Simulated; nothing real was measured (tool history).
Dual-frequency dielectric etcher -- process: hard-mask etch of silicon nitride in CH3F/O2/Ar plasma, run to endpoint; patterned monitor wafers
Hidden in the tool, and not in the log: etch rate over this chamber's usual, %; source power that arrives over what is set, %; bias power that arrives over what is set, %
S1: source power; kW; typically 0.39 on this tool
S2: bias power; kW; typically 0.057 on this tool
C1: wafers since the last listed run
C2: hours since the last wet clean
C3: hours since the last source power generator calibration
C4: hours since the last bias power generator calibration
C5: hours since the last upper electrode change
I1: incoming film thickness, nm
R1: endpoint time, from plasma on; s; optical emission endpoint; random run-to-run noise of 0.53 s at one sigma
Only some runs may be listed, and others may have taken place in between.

run,hour,S1,S2,C1,C2,C3,C4,C5,I1,R1
1,0,0.39,0.057,0,284.1,2853.5,4301.6,3636,52.2,88.5
2,16.8,0.39,0.057,226,300.9,2870.3,4318.4,3652.8,51.8,88.6
3,32,0.32,0.057,204,316.1,2885.5,4333.6,3668,51.7,96.3
4,38.5,0.32,0.057,87,322.6,2892,4340.1,3674.5,51.9,97.8
5,53.4,0.39,0.064,200,337.5,2906.9,4355,3689.4,51.7,88.5
6,60.1,0.39,0.064,90,344.2,2913.6,4361.7,3696.1,51.7,87.4
7,74.8,0.39,0.064,197,358.9,2928.3,4376.4,3710.8,51.9,87.9
8,125.3,0.39,0.057,679,409.4,2978.8,4426.9,3761.3,52.2,91.5
9,136.1,0.39,0.057,145,420.2,2989.6,4437.7,3772.1,52.1,90.7
# hour 175: wet clean of the chamber
# hour 180.2: source power generator calibrated
# hour 180.5: bias power generator calibrated
10,185.2,0.39,0.057,280,10.2,5,4.7,3821.2,51.6,86.7
11,191.7,0.39,0.057,87,16.7,11.5,11.2,3827.7,51.6,85.9
12,200,0.39,0.057,111,25,19.8,19.5,3836,51.8,84.8
13,212.4,0.36,0.057,166,37.4,32.2,31.9,3848.4,51.7,89.8
14,220,0.36,0.057,102,45,39.8,39.5,3856,51.9,88.9
15,226.1,0.43,0.044,82,51.1,45.9,45.6,3862.1,51.8,86.4
16,243.1,0.39,0.057,228,68.1,62.9,62.6,3879.1,51.5,86.7
17,249.6,0.44,0.057,87,74.6,69.4,69.1,3885.6,51.8,82
# hour 274: upper electrode replaced
18,274.5,0.39,0.057,12,99.5,94.3,94,0.5,51.8,88
19,275.5,0.45,0.052,13,100.5,95.3,95,1.5,52.4,84.9
20,285.4,0.46,0.07,133,110.4,105.2,104.9,11.4,51.9,77
21,299.5,0.48,0.063,189,124.5,119.3,119,25.5,51.8,77.6
22,310.3,0.43,0.044,145,135.3,130.1,129.8,36.3,52.6,88.9
23,316.6,0.39,0.047,84,141.6,136.4,136.1,42.6,52.3,90.2
24,328.8,0.42,0.048,164,153.8,148.6,148.3,54.8,51.8,87
25,345.6,0.48,0.053,226,170.6,165.4,165.1,71.6,51.8,81
26,359.7,0.49,0.052,189,184.7,179.5,179.2,85.7,52.4,81.8
27,370.9,0.34,0.057,150,195.9,190.7,190.4,96.9,51.9,94.2
28,387.7,0.31,0.049,226,212.7,207.5,207.2,113.7,52.3,101.3
29,393.7,0.43,0.044,80,218.7,213.5,213.2,119.7,51.8,89

Alternative continuations, all from the tool just after run 29; predict every row:
A,394.1,0.39,0.057,5,219.1,213.9,213.6,120.1,51.4,?
B,394.1,0.33,0.053,5,219.1,213.9,213.6,120.1,51.4,?
C,394.1,0.45,0.068,5,219.1,213.9,213.6,120.1,51.4,?
D,394.1,0.34,0.061,5,219.1,213.9,213.6,120.1,51.4,?

run,R1
A,88.2
B,96
C,80.3
D,92.4
Take away the tool's hidden state, keep each run's random variation, and the runs would have read:
run,R1
A,85.7
B,93.3
C,78
D,89.8
